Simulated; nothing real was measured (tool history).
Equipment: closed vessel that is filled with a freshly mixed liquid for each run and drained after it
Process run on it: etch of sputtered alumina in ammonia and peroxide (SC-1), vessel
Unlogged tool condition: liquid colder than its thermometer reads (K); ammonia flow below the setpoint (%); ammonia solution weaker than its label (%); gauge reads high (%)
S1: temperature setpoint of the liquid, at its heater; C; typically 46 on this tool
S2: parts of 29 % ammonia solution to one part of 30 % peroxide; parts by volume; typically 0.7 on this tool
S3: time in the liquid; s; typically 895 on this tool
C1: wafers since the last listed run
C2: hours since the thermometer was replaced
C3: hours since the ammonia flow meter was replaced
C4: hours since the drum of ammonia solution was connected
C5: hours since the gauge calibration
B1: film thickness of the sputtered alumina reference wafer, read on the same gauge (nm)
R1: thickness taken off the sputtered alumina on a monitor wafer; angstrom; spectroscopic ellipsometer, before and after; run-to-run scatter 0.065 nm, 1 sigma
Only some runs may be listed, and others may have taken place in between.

{"run": 1, "hour": 0.0, "S1": 46, "S2": 0.7, "S3": 895, "C1": 0, "C2": 1584, "C3": 2319.9, "C4": 755.2, "C5": 216.3, "B1": 150, "R1": 300.4}
{"run": 2, "hour": 18.4, "S1": 46, "S2": 0.7, "S3": 895, "C1": 1100, "C2": 1602.4, "C3": 2338.3, "C4": 773.6, "C5": 234.7, "B1": 150.01, "R1": 300.8}
{"run": 3, "hour": 66.4, "S1": 46, "S2": 0.7, "S3": 895, "C1": 2870, "C2": 1650.4, "C3": 2386.3, "C4": 821.6, "C5": 282.7, "B1": 149.98, "R1": 299.5}
{"run": 4, "hour": 86.4, "S1": 46, "S2": 0.7, "S3": 895, "C1": 1195, "C2": 1670.4, "C3": 2406.3, "C4": 841.6, "C5": 302.7, "B1": 150, "R1": 298.2}
{"run": 5, "hour": 112.7, "S1": 39, "S2": 0.7, "S3": 1295, "C1": 1572, "C2": 1696.7, "C3": 2432.6, "C4": 867.9, "C5": 329, "B1": 150.02, "R1": 287.4}
{"run": 6, "hour": 128.8, "S1": 39, "S2": 0.7, "S3": 1295, "C1": 962, "C2": 1712.8, "C3": 2448.7, "C4": 884, "C5": 345.1, "B1": 149.99, "R1": 286.7}
{"run": 7, "hour": 153.4, "S1": 46, "S2": 0.7, "S3": 1070, "C1": 1471, "C2": 1737.4, "C3": 2473.3, "C4": 908.6, "C5": 369.7, "B1": 150.02, "R1": 357}
{"hour": 159.5, "done": "gauge calibrated"}
{"run": 8, "hour": 172.8, "S1": 46, "S2": 0.7, "S3": 1070, "C1": 1160, "C2": 1756.8, "C3": 2492.7, "C4": 928, "C5": 13.3, "B1": 150.01, "R1": 356.1}

The next listed run, before its measurement:
{"run": 9, "hour": 190.1, "S1": 46, "S2": 0.7, "S3": 895, "C1": 1034, "C2": 1774.1, "C3": 2510, "C4": 945.3, "C5": 30.6, "B1": "?", "R1": "?"}

Logged for run 9: B1 149.99, R1 297.9 angstrom.
The same run, on a tool lacking any hidden state, would have yielded R1 325.4 angstrom.
